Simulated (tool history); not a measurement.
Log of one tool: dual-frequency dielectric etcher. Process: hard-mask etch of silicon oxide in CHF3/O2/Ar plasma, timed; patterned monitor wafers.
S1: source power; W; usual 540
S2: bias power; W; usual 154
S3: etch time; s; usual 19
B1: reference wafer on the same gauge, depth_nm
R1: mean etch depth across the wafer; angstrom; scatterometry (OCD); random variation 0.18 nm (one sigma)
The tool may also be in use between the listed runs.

run	hour	S1	S2	S3	B1	R1
1	0	540	154	19	26.03	299.7
2	21	540	154	19	25.98	297.4
3	34.6	540	154	19	25.97	297.2
4	52.3	540	154	19	25.97	296.4
5	79.3	540	154	19	26.07	298.3
6	93.7	540	154	19	26.03	298.4
7	122	540	154	19	26.06	296
8	150.2	540	154	19	25.99	299.4
9	175.1	540	154	19	25.97	296.9
# hour 246.6: wet clean of the chamber
10	247.1	540	133	19	25.96	284.5
11	261	540	133	19	25.97	283
12	288.6	540	154	19	25.97	297
13	310.7	540	154	19	26	302.3
# hour 327: gauge calibrated
# hour 359.9: upper electrode replaced
14	360.4	610	122	24	26.08	365
15	369.6	540	154	19	26.07	294.6
16	386.2	600	154	19	25.96	312
17	404.2	540	127	16	26.03	235.1
18	426.3	540	154	19	26.03	299.1
19	446.8	640	134	22	26.02	352
# hour 454.5: bias power generator calibrated
# hour 459.9: source power generator calibrated
20	479.9	540	154	19	25.93	296.4
21	505.2	540	154	19	26	299.9
22	539.4	540	122	19	26.05	275
23	569.8	670	128	23.5	26.04	382
24	602.5	470	154	22.5	26.02	331.3
25	622.8	540	141	19	25.97	286.4
26	658.2	620	174	19	26.02	327.9
27	685.7	540	128	19	25.96	277.4
28	719.1	460	154	21	25.96	307.7
# hour 766.8: wet clean of the chamber
29	767.3	540	154	17.5	26.05	276.1
30	767.6	540	132	15.5	26.01	232.3

4 ways to go on from here, each from the tool as it stands after run 30. What would each give?
A	768	540	154	20.5	?	?
B	768	540	119	24.5	?	?
C	768	660	154	19	?	?
D	768	430	154	14.5	?	?

run	B1	R1
A	26.02	323.5
B	26.02	352.4
C	26.02	327.9
D	26.02	206
Without the tool's hidden state the same runs would have given:
run	R1
A	323.5
B	352.4
C	327.9
D	206
